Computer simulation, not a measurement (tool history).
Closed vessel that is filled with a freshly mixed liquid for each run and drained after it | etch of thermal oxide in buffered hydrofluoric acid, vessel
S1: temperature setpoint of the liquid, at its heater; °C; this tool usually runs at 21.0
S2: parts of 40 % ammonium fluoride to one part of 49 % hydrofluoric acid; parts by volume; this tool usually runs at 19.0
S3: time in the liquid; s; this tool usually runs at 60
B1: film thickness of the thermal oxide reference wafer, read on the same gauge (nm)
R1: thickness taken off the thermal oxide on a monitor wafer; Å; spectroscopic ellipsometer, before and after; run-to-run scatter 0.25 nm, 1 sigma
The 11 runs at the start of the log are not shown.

run	hour	S1	S2	S3	B1	R1
12	161.7	21.0	19.0	60	150.01	300.4
13	173.0	21.0	16.5	60	150.02	351.6
14	189.9	21.0	19.0	50	149.99	254.7
15	206.6	17.5	23.0	60	149.98	216.3
# hour 213.7: hydrofluoric acid flow meter replaced
16	214.2	21.0	19.0	60	150.02	302.6
17	228.5	25.5	13.5	85	150.02	790.1
18	246.2	18.5	19.0	35	150.01	153.9
19	253.2	22.5	11.5	60	150.02	541.6
20	270.0	17.0	16.0	85	149.99	404.9
21	283.0	23.5	21.5	85	150.01	450.2
22	295.5	21.0	25.5	30	150.01	124.2
23	303.2	26.0	19.0	60	149.98	398.1
24	315.4	26.0	14.0	35	150.01	317.6
25	322.8	21.0	19.0	60	149.96	310.7
26	331.3	24.0	15.5	75	150.01	558.2
27	340.0	25.0	26.0	90	149.97	463.3
28	351.7	21.0	25.0	60	150.01	251.5
29	363.6	21.0	19.0	45	149.99	236.0
30	377.8	21.0	19.0	75	149.99	385.4
31	388.1	23.5	13.0	60	149.98	515.1
32	401.4	21.0	23.0	30	150.00	133.8

Consider 5 possible next runs. They are alternatives, not a sequence: every one starts from the tool as it was left by run 32. What does each give?
A	402.1	21.0	15.5	60	?	?
B	402.1	21.0	21.5	85	?	?
C	402.1	18.0	25.0	70	?	?
D	402.1	23.0	19.0	40	?	?
E	402.1	21.0	12.5	60	?	?

run	B1	R1
A	149.97	380.3
B	149.97	398.6
C	149.97	249.9
D	149.97	231.6
E	149.97	469.7
Without the tool's hidden state the same runs would have given:
run	R1
A	367.4
B	385.1
C	241.3
D	223.9
E	453.8
